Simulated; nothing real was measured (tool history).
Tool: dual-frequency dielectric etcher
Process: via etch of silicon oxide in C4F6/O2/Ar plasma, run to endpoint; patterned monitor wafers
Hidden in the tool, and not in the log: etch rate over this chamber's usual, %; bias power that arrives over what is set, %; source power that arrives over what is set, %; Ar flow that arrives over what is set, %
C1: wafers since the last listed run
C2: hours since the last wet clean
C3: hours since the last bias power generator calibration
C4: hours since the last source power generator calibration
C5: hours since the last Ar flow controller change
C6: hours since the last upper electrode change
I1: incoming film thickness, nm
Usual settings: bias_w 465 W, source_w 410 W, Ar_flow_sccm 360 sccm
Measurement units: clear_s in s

Run 1, hour 0.0: usual settings; C1 0; C2 385.3; C3 2112.9; C4 2761.5; C5 6089.2; C6 2507.7; I1 89.9. Result: clear_s 20.8 s.
Run 2, hour 8.3: usual settings; C1 166; C2 393.6; C3 2121.2; C4 2769.8; C5 6097.5; C6 2516.0; I1 90.2. Result: clear_s 20.6 s.
Run 3, hour 23.1: usual settings but bias_w 492 W; C1 296; C2 408.4; C3 2136.0; C4 2784.6; C5 6112.3; C6 2530.8; I1 89.3. Result: clear_s 19.9 s.
Run 4, hour 31.8: usual settings but source_w 450 W; C1 174; C2 417.1; C3 2144.7; C4 2793.3; C5 6121.0; C6 2539.5; I1 89.3. Result: clear_s 19.7 s.
Run 5, hour 38.0: usual settings but source_w 450 W; C1 124; C2 423.3; C3 2150.9; C4 2799.5; C5 6127.2; C6 2545.7; I1 89.8. Result: clear_s 19.8 s.
Run 6, hour 54.0: usual settings but source_w 450 W; C1 320; C2 439.3; C3 2166.9; C4 2815.5; C5 6143.2; C6 2561.7; I1 90.3. Result: clear_s 20.0 s.
Run 7, hour 63.2: usual settings but Ar_flow_sccm 291 sccm; C1 184; C2 448.5; C3 2176.1; C4 2824.7; C5 6152.4; C6 2570.9; I1 89.7. Result: clear_s 19.6 s.
Run 8, hour 71.2: usual settings but Ar_flow_sccm 291 sccm; C1 160; C2 456.5; C3 2184.1; C4 2832.7; C5 6160.4; C6 2578.9; I1 89.6. Result: clear_s 19.8 s.
At hour 95.8: wet clean of the chamber.
Run 9, hour 96.3: usual settings; C1 22; C2 0.5; C3 2209.2; C4 2857.8; C5 6185.5; C6 2604.0; I1 89.9. Result: clear_s 19.6 s.
Run 10, hour 96.6: usual settings but Ar_flow_sccm 294 sccm; C1 6; C2 0.8; C3 2209.5; C4 2858.1; C5 6185.8; C6 2604.3; I1 89.3. Result: clear_s 19.0 s.
Run 11, hour 108.2: usual settings but Ar_flow_sccm 294 sccm; C1 232; C2 12.4; C3 2221.1; C4 2869.7; C5 6197.4; C6 2615.9; I1 90.4. Result: clear_s 19.5 s.
Run 12, hour 118.2: usual settings; C1 200; C2 22.4; C3 2231.1; C4 2879.7; C5 6207.4; C6 2625.9; I1 90.9. Result: clear_s 19.8 s.
Run 13, hour 132.4: usual settings but source_w 480 W, Ar_flow_sccm 383 sccm; C1 284; C2 36.6; C3 2245.3; C4 2893.9; C5 6221.6; C6 2640.1; I1 90.9. Result: clear_s 19.4 s.
At hour 144.6: source power generator calibrated.
Run 14, hour 145.1: usual settings; C1 174; C2 49.3; C3 2258.0; C4 0.5; C5 6234.3; C6 2652.8; I1 91.3. Result: clear_s 19.6 s.
Run 15, hour 150.2: usual settings but Ar_flow_sccm 412 sccm; C1 102; C2 54.4; C3 2263.1; C4 5.6; C5 6239.4; C6 2657.9; I1 89.8. Result: clear_s 19.8 s.
Run 16, hour 160.1: usual settings; C1 198; C2 64.3; C3 2273.0; C4 15.5; C5 6249.3; C6 2667.8; I1 89.6. Result: clear_s 19.4 s.
At hour 177.5: bias power generator calibrated.
At hour 191.8: wet clean of the chamber, repeated, since the last time left the tool worse.
At hour 194.9: upper electrode replaced.
Run 17, hour 195.4: usual settings; C1 277; C2 3.6; C3 17.9; C4 50.8; C5 6284.6; C6 0.5; I1 90.4. Result: clear_s 20.9 s.
Run 18, hour 220.4: usual settings; C1 500; C2 28.6; C3 42.9; C4 75.8; C5 6309.6; C6 25.5; I1 89.4. Result: clear_s 20.7 s.
Run 19, hour 226.4: usual settings but bias_w 414 W, Ar_flow_sccm 432 sccm; C1 120; C2 34.6; C3 48.9; C4 81.8; C5 6315.6; C6 31.5; I1 90.5. Result: clear_s 22.7 s.
Run 20, hour 232.7: usual settings but bias_w 552 W, source_w 350 W, Ar_flow_sccm 383 sccm; C1 126; C2 40.9; C3 55.2; C4 88.1; C5 6321.9; C6 37.8; I1 89.7. Result: clear_s 20.3 s.
At hour 241.1: Ar flow controller replaced.
Run 21, hour 244.5: usual settings but bias_w 358 W, source_w 460 W, Ar_flow_sccm 321 sccm; C1 116; C2 52.7; C3 67.0; C4 99.9; C5 3.4; C6 49.6; I1 89.8. Result: clear_s 21.9 s.
Run 22, hour 257.3: usual settings but source_w 360 W, Ar_flow_sccm 315 sccm; C1 256; C2 65.5; C3 79.8; C4 112.7; C5 16.2; C6 62.4; I1 89.7. Result: clear_s 21.3 s.
Run 23, hour 302.4: usual settings but Ar_flow_sccm 408 sccm; C1 902; C2 110.6; C3 124.9; C4 157.8; C5 61.3; C6 107.5; I1 90.6. Result: clear_s 21.5 s.
Run 24, hour 311.7: usual settings but source_w 370 W, Ar_flow_sccm 334 sccm; C1 186; C2 119.9; C3 134.2; C4 167.1; C5 70.6; C6 116.8; I1 90.6. Result: clear_s 21.1 s.
Run 25, hour 318.7: usual settings but bias_w 547 W, source_w 500 W; C1 140; C2 126.9; C3 141.2; C4 174.1; C5 77.6; C6 123.8; I1 90.0. Result: clear_s 18.2 s.
Run 26, hour 358.6: usual settings but bias_w 536 W, Ar_flow_sccm 433 sccm; C1 798; C2 166.8; C3 181.1; C4 214.0; C5 117.5; C6 163.7; I1 89.6. Result: clear_s 19.8 s.
Run 27, hour 375.3: usual settings but bias_w 517 W, source_w 480 W; C1 334; C2 183.5; C3 197.8; C4 230.7; C5 134.2; C6 180.4; I1 90.1. Result: clear_s 19.1 s.
Run 28, hour 383.2: usual settings but bias_w 510 W, source_w 360 W, Ar_flow_sccm 442 sccm; C1 158; C2 191.4; C3 205.7; C4 238.6; C5 142.1; C6 188.3; I1 89.9. Result: clear_s 20.8 s.
Run 29, hour 392.7: usual settings; C1 190; C2 200.9; C3 215.2; C4 248.1; C5 151.6; C6 197.8; I1 90.3. Result: clear_s 20.8 s.

4 ways to go on from here, each from the tool as it stands after run 29. What would each give?
Run A, hour 393.1: usual settings; C1 8; C2 201.3; C3 215.6; C4 248.5; C5 152.0; C6 198.2; I1 89.9. Result: clear_s ?.
Run B, hour 393.1: usual settings but bias_w 425 W, source_w 340 W; C1 8; C2 201.3; C3 215.6; C4 248.5; C5 152.0; C6 198.2; I1 89.9. Result: clear_s ?.
Run C, hour 393.1: usual settings but bias_w 506 W, source_w 310 W, Ar_flow_sccm 406 sccm; C1 8; C2 201.3; C3 215.6; C4 248.5; C5 152.0; C6 198.2; I1 89.9. Result: clear_s ?.
Run D, hour 393.1: usual settings but bias_w 533 W, source_w 500 W, Ar_flow_sccm 276 sccm; C1 8; C2 201.3; C3 215.6; C4 248.5; C5 152.0; C6 198.2; I1 89.9. Result: clear_s ?.

run  clear_s
  A     20.6
  B     22.5
  C     21.8
  D     17.8
The same runs, with their run-to-run variation unchanged, on a tool lacking any hidden condition would have given:
run  clear_s
  A     20.9
  B     22.8
  C     22.1
  D     18.0

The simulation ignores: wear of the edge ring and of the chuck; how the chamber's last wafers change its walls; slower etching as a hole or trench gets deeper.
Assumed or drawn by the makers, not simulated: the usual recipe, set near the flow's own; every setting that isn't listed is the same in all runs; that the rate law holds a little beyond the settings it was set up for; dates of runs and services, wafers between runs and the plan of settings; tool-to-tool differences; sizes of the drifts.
